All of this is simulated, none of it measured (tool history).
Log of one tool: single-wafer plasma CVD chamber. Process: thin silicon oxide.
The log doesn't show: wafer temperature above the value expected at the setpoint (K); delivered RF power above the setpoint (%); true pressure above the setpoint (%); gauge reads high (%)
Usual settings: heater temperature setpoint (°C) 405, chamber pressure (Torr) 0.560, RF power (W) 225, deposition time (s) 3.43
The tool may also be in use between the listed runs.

run	hour	heater temperature setpoint (°C)	chamber pressure (Torr)	RF power (W)	deposition time (s)	wafers since the last listed run	hours since the last thermocouple change	hours since the last RF generator calibration	hours since the last manometer calibration	hours since the showerhead was replaced	hours since the gauge calibration	read-back reference wafer on the same gauge, thickness_nm	mean film thickness on the monitor wafer (nm)
1	0.0	405	0.560	205	3.43	0	1091.3	1737.5	1936.7	4046.1	86.3	4.507	3.549
2	15.3	405	0.560	205	3.43	647	1106.6	1752.8	1952.0	4061.4	101.6	4.511	3.541
3	48.4	405	0.560	205	3.43	1399	1139.7	1785.9	1985.1	4094.5	134.7	4.509	3.535
4	77.6	411	0.505	225	3.43	1234	1168.9	1815.1	2014.3	4123.7	163.9	4.508	3.414
5	98.1	405	0.655	235	3.43	866	1189.4	1835.6	2034.8	4144.2	184.4	4.507	4.571
6	119.2	405	0.655	235	3.43	892	1210.5	1856.7	2055.9	4165.3	205.5	4.508	4.585
# hour 156.2: gauge calibrated
# hour 160.8: capacitance manometer re-zeroed and calibrated
# hour 168.3: RF generator calibrated
7	168.8	405	0.655	235	3.43	1442	1260.1	0.5	8.0	4214.9	12.6	4.507	4.815
8	172.9	405	0.560	225	3.43	173	1264.2	4.6	12.1	4219.0	16.7	4.509	4.034
9	201.8	398	0.560	225	3.43	1222	1293.1	33.5	41.0	4247.9	45.6	4.509	3.991
10	222.5	410	0.560	225	3.43	875	1313.8	54.2	61.7	4268.6	66.3	4.512	3.951
11	248.2	405	0.560	225	3.43	1086	1339.5	79.9	87.4	4294.3	92.0	4.515	3.982
# hour 261.1: showerhead replaced
12	271.7	405	0.560	225	3.43	655	1363.0	103.4	110.9	10.6	115.5	4.510	3.953
# hour 283.2: thermocouple changed; heater temperature recalibrated
13	374.4	420	0.694	225	3.02	4004	91.2	206.1	213.6	113.3	218.2	4.512	4.231
14	390.6	394	0.630	270	4.00	685	107.4	222.3	229.8	129.5	234.4	4.509	5.867
# hour 395.0: gauge calibrated
15	414.5	405	0.560	225	3.43	1010	131.3	246.2	253.7	153.4	19.5	4.508	3.926

Forecast run 16:
16	445.7	393	0.429	225	3.17	1319	162.5	277.4	284.9	184.6	50.7	?	?

Run 16 gave read-back reference wafer on the same gauge, thickness_nm 4.509, mean film thickness on the monitor wafer (nm) 2.781.
Without the tool's hidden state the same run would have given mean film thickness on the monitor wafer (nm) 2.905.
